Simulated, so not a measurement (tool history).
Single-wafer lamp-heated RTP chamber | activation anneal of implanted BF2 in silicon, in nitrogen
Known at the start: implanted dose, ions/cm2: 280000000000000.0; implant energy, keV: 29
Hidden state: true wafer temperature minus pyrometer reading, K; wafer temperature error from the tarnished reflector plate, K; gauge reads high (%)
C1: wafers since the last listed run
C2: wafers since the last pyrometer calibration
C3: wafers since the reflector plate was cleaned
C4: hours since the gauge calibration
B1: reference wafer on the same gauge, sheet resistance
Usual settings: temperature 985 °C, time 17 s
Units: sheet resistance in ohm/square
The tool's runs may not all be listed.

{"run": 1, "day": 0.0, "temperature": 968, "time": 21, "C1": 0, "C2": 6129, "C3": 6080, "C4": 2861.1, "B1": 354.85, "sheet resistance": 361.59}
{"run": 2, "day": 3.908, "temperature": 985, "time": 17, "C1": 753, "C2": 6883, "C3": 6833, "C4": 2954.9, "B1": 354.88, "sheet resistance": 354.16}
{"run": 3, "day": 7.617, "temperature": 985, "time": 17, "C1": 715, "C2": 7598, "C3": 7548, "C4": 3043.9, "B1": 355.04, "sheet resistance": 353.6}
{"day": 11.067, "done": "reflector plate cleaned"}
{"run": 4, "day": 11.308, "temperature": 985, "time": 17, "C1": 647, "C2": 8246, "C3": 47, "C4": 3132.5, "B1": 354.81, "sheet resistance": 355.9}
{"day": 12.3, "done": "pyrometer window cleaned and pyrometer calibrated"}
{"run": 5, "day": 14.125, "temperature": 979, "time": 17, "C1": 478, "C2": 351, "C3": 525, "C4": 3200.1, "B1": 354.94, "sheet resistance": 358.45}
{"run": 6, "day": 21.079, "temperature": 979, "time": 17, "C1": 1341, "C2": 1692, "C3": 1866, "C4": 3367.0, "B1": 355.04, "sheet resistance": 357.47}
{"run": 7, "day": 23.867, "temperature": 979, "time": 17, "C1": 537, "C2": 2230, "C3": 2404, "C4": 3433.9, "B1": 354.92, "sheet resistance": 358.42}
{"run": 8, "day": 25.421, "temperature": 985, "time": 17, "C1": 299, "C2": 2530, "C3": 2704, "C4": 3471.2, "B1": 355.09, "sheet resistance": 355.63}
{"run": 9, "day": 29.288, "temperature": 985, "time": 17, "C1": 745, "C2": 3275, "C3": 3449, "C4": 3564.0, "B1": 355.14, "sheet resistance": 356.22}
{"run": 10, "day": 31.538, "temperature": 985, "time": 17, "C1": 433, "C2": 3709, "C3": 3883, "C4": 3618.0, "B1": 355.0, "sheet resistance": 355.1}
{"run": 11, "day": 43.958, "temperature": 985, "time": 17, "C1": 2395, "C2": 6105, "C3": 6279, "C4": 3916.1, "B1": 355.03, "sheet resistance": 354.15}
{"run": 12, "day": 45.508, "temperature": 985, "time": 17, "C1": 298, "C2": 6403, "C3": 6577, "C4": 3953.3, "B1": 354.89, "sheet resistance": 355.24}
{"run": 13, "day": 48.067, "temperature": 985, "time": 17, "C1": 493, "C2": 6897, "C3": 7071, "C4": 4014.7, "B1": 355.05, "sheet resistance": 354.43}
{"run": 14, "day": 51.396, "temperature": 971, "time": 20, "C1": 642, "C2": 7539, "C3": 7713, "C4": 4094.6, "B1": 354.91, "sheet resistance": 357.89}
{"day": 53.65, "done": "gauge calibrated"}
{"day": 55.354, "done": "reflector plate cleaned"}
{"run": 15, "day": 55.567, "temperature": 1005, "time": 8, "C1": 740, "C2": 8279, "C3": 40, "C4": 46.0, "B1": 355.02, "sheet resistance": 354.62}
{"day": 57.204, "done": "pyrometer window cleaned and pyrometer calibrated"}
{"run": 16, "day": 58.971, "temperature": 985, "time": 17, "C1": 592, "C2": 340, "C3": 632, "C4": 127.7, "B1": 355.05, "sheet resistance": 355.3}
{"run": 17, "day": 62.767, "temperature": 975, "time": 13, "C1": 732, "C2": 1072, "C3": 1364, "C4": 218.8, "B1": 354.84, "sheet resistance": 362.88}
{"run": 18, "day": 64.817, "temperature": 985, "time": 17, "C1": 395, "C2": 1468, "C3": 1760, "C4": 268.0, "B1": 355.01, "sheet resistance": 356.15}
{"run": 19, "day": 69.071, "temperature": 985, "time": 17, "C1": 820, "C2": 2288, "C3": 2580, "C4": 370.1, "B1": 355.2, "sheet resistance": 357.21}
{"run": 20, "day": 73.075, "temperature": 985, "time": 8, "C1": 772, "C2": 3060, "C3": 3352, "C4": 466.2, "B1": 355.17, "sheet resistance": 357.99}
{"run": 21, "day": 76.196, "temperature": 966, "time": 13, "C1": 601, "C2": 3662, "C3": 3954, "C4": 541.1, "B1": 354.99, "sheet resistance": 367.43}
{"run": 22, "day": 80.679, "temperature": 1006, "time": 22, "C1": 864, "C2": 4527, "C3": 4819, "C4": 648.7, "B1": 355.04, "sheet resistance": 351.19}
{"run": 23, "day": 84.167, "temperature": 985, "time": 20, "C1": 672, "C2": 5199, "C3": 5491, "C4": 732.4, "B1": 355.0, "sheet resistance": 353.65}
{"run": 24, "day": 85.808, "temperature": 958, "time": 24, "C1": 316, "C2": 5516, "C3": 5808, "C4": 771.8, "B1": 355.08, "sheet resistance": 369.46}
{"run": 25, "day": 87.912, "temperature": 970, "time": 17, "C1": 405, "C2": 5922, "C3": 6214, "C4": 822.3, "B1": 354.99, "sheet resistance": 361.42}
{"run": 26, "day": 91.467, "temperature": 966, "time": 17, "C1": 685, "C2": 6607, "C3": 6899, "C4": 907.6, "B1": 355.22, "sheet resistance": 363.25}
{"run": 27, "day": 94.996, "temperature": 959, "time": 9, "C1": 680, "C2": 7287, "C3": 7580, "C4": 992.3, "B1": 354.92, "sheet resistance": 374.64}
{"run": 28, "day": 96.817, "temperature": 993, "time": 23, "C1": 351, "C2": 7639, "C3": 7931, "C4": 1036.0, "B1": 355.04, "sheet resistance": 351.13}
{"run": 29, "day": 98.467, "temperature": 985, "time": 10, "C1": 318, "C2": 7957, "C3": 8249, "C4": 1075.6, "B1": 355.06, "sheet resistance": 356.35}

Forecast run 30:
{"day": 100.425, "done": "pyrometer window cleaned and pyrometer calibrated"}
{"run": 30, "day": 100.629, "temperature": 995, "time": 10, "C1": 352, "C2": 39, "C3": 8602, "C4": 1127.5, "B1": "?", "sheet resistance": "?"}

Run 30 gave B1 355.16, sheet resistance 353.42 ohm/square.
Without the tool's hidden state the same run would have given sheet resistance 355.25 ohm/square.
